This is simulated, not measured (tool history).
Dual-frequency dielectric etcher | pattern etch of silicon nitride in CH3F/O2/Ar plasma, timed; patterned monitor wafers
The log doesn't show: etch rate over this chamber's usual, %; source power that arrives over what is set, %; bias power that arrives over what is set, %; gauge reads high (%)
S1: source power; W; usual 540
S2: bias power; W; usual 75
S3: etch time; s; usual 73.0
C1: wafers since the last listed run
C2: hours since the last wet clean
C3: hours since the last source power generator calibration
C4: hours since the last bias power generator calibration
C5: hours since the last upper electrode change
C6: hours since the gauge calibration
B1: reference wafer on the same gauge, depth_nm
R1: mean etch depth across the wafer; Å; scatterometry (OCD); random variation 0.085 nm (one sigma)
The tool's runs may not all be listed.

run,hour,S1,S2,S3,C1,C2,C3,C4,C5,C6,B1,R1
1,0.0,540,75,73.0,0,203.3,3489.4,1547.5,3377.9,476.0,59.1,571
2,33.6,540,75,73.0,383,236.9,3523.0,1581.1,3411.5,509.6,59.1,569
3,67.0,540,75,73.0,381,270.3,3556.4,1614.5,3444.9,543.0,59.1,569
4,91.2,540,75,73.0,276,294.5,3580.6,1638.7,3469.1,567.2,59.1,568
5,115.2,540,75,73.0,274,318.5,3604.6,1662.7,3493.1,591.2,59.1,570
6,132.6,540,85,57.0,198,335.9,3622.0,1680.1,3510.5,608.6,59.1,467
7,166.2,540,75,73.0,383,369.5,3655.6,1713.7,3544.1,642.2,59.1,567
8,180.0,540,75,73.0,157,383.3,3669.4,1727.5,3557.9,656.0,59.1,567
9,195.6,540,75,73.0,178,398.9,3685.0,1743.1,3573.5,671.6,59.1,568
# hour 197.8: gauge calibrated
10,214.7,640,75,73.0,218,418.0,3704.1,1762.2,3592.6,16.9,59.1,603
11,232.2,640,75,73.0,199,435.5,3721.6,1779.7,3610.1,34.4,59.1,603
12,254.8,540,80,65.5,258,458.1,3744.2,1802.3,3632.7,57.0,59.1,520
13,269.1,540,75,73.0,163,472.4,3758.5,1816.6,3647.0,71.3,59.1,565
# hour 273.9: bias power generator calibrated
14,292.3,590,69,51.0,219,495.6,3781.7,18.4,3670.2,94.5,59.1,390
15,326.5,470,85,55.0,390,529.8,3815.9,52.6,3704.4,128.7,59.1,421
16,350.6,540,65,73.0,275,553.9,3840.0,76.7,3728.5,152.8,59.1,529
17,362.9,540,75,51.5,140,566.2,3852.3,89.0,3740.8,165.1,59.1,394
18,384.9,610,75,90.5,251,588.2,3874.3,111.0,3762.8,187.1,59.1,723
19,399.7,490,67,82.5,169,603.0,3889.1,125.8,3777.6,201.9,59.1,584
# hour 441.6: wet clean of the chamber
# hour 458.4: source power generator calibrated
# hour 463.1: upper electrode replaced
20,463.6,540,75,73.0,356,22.0,5.2,189.7,0.5,265.8,59.1,569

The next listed run, before its measurement:
21,523.1,580,75,73.0,679,81.5,64.7,249.2,60.0,325.3,?,?

{"run 21": {"B1": 59.1, "R1": 581}}
Without the tool's hidden state the same run would have given R1 580 Å.
